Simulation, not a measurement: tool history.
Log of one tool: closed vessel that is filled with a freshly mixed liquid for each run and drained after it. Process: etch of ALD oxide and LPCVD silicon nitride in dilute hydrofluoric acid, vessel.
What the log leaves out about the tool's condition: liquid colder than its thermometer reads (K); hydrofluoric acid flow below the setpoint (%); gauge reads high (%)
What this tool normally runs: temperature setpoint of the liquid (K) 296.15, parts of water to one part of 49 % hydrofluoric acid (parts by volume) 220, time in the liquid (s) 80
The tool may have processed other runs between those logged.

run     day  temperature setpoint of the liquid (K)  parts of water to one part of 49 % hydrofluoric acid (parts by volume)  time in the liquid (s)  wafers since the last listed run  hours since the thermometer was replaced  hours since the hydrofluoric acid flow meter was replaced  hours since the gauge calibration  read-back film thickness of the ALD oxide reference wafer, read on the same gauge (nm)  thickness taken off the ALD oxide on a monitor wafer (nm)
  1   0.000                                  296.15                                                                     220                      80                                 0                                    1671.0                                                     1235.6                              878.2                                                                                   60.37                                                       8.34
      0.817  -- hydrofluoric acid flow meter replaced
  2   3.642                                  296.15                                                                     220                      80                             10111                                    1758.4                                                       67.8                              965.6                                                                                   60.42                                                       8.36
  3   5.338                                  296.15                                                                     220                      60                              4763                                    1799.1                                                      108.5                             1006.3                                                                                   60.47                                                       6.27
  4   7.079                                  296.15                                                                     220                      60                              4892                                    1840.9                                                      150.3                             1048.1                                                                                   60.52                                                       6.28
  5   9.562                                  296.15                                                                     220                     105                              6975                                    1900.5                                                      209.9                             1107.7                                                                                   60.54                                                      11.00
  6  13.517                                  297.65                                                                     220                      80                             11106                                    1995.4                                                      304.8                             1202.6                                                                                   60.61                                                       8.85
  7  17.600                                  297.65                                                                     220                      80                             11469                                    2093.4                                                      402.8                             1300.6                                                                                   60.77                                                       8.87
  8  21.438                                  296.15                                                                     220                      80                             10778                                    2185.5                                                      494.9                             1392.7                                                                                   60.84                                                       8.42
  9  23.942                                  296.15                                                                     220                      80                              7033                                    2245.6                                                      555.0                             1452.8                                                                                   60.88                                                       8.38
 10  25.475                                  296.15                                                                     220                      80                              4306                                    2282.4                                                      591.8                             1489.6                                                                                   60.95                                                       8.39
     26.592  -- thermometer replaced
 11  27.621                                  296.15                                                                     220                      80                              5910                                      24.7                                                      643.3                             1541.1                                                                                   61.04                                                       8.43
 12  31.412                                  301.15                                                                     275                      40                             10650                                     115.7                                                      734.3                             1632.1                                                                                   61.19                                                       3.79
 13  34.912                                  296.15                                                                     220                      80                              9830                                     199.7                                                      818.3                             1716.1                                                                                   61.23                                                       8.44
 14  37.812                                  296.15                                                                     220                      40                              8145                                     269.3                                                      887.9                             1785.7                                                                                   61.34                                                       4.26
 15  40.304                                  296.15                                                                     120                      80                              6998                                     329.1                                                      947.7                             1845.5                                                                                   61.47                                                      17.35
     48.392  -- gauge calibrated
 16  53.471                                  298.65                                                                     220                      80                             36982                                     645.1                                                     1263.7                              121.9                                                                                   60.07                                                       9.11
 17  58.183                                  297.65                                                                     185                      80                             13236                                     758.2                                                     1376.8                              235.0                                                                                   60.09                                                      10.82
 18  61.946                                  294.15                                                                     220                     120                             10568                                     848.5                                                     1467.1                              325.3                                                                                   60.10                                                      11.62
     64.217  -- hydrofluoric acid flow meter replaced
 19  66.300                                  296.15                                                                     220                      80                             12113                                     953.0                                                       50.0                              429.8                                                                                   60.13                                                       8.30
 20  68.654                                  296.15                                                                     220                      80                              6612                                    1009.5                                                      106.5                              486.3                                                                                   60.21                                                       8.29
 21  71.504                                  297.65                                                                     170                     125                              8005                                    1077.9                                                      174.9                              554.7                                                                                   60.19                                                      18.84
 22  75.908                                  296.15                                                                     305                      50                             12370                                    1183.6                                                      280.6                              660.4                                                                                   60.26                                                       3.47
 23  77.546                                  296.15                                                                     220                      80                              4599                                    1222.9                                                      319.9                              699.7                                                                                   60.29                                                       8.28
 24  81.454                                  296.15                                                                     220                      80                             10977                                    1316.7                                                      413.7                              793.5                                                                                   60.33                                                       8.36
 25  83.933                                  292.65                                                                     180                      80                              6963                                    1376.2                                                      473.2                              853.0                                                                                   60.39                                                       9.32

Difference, measured minus no-hidden-state, one row per run. Run-to-run variation is common to both terms; the gauge's own scatter need not be:
run  thickness taken off the ALD oxide on a monitor wafer (nm)
  1                                                      +0.05
  2                                                      +0.06
  3                                                      +0.05
  4                                                      +0.05
  5                                                      +0.10
  6                                                      +0.10
  7                                                      +0.11
  8                                                      +0.12
  9                                                      +0.13
 10                                                      +0.13
 11                                                      +0.14
 12                                                      +0.07
 13                                                      +0.17
 14                                                      +0.10
 15                                                      +0.40
 16                                                      +0.02
 17                                                      +0.02
 18                                                      +0.03
 19                                                      +0.02
 20                                                      +0.03
 21                                                      +0.07
 22                                                      +0.02
 23                                                      +0.04
 24                                                      +0.05
 25                                                      +0.06
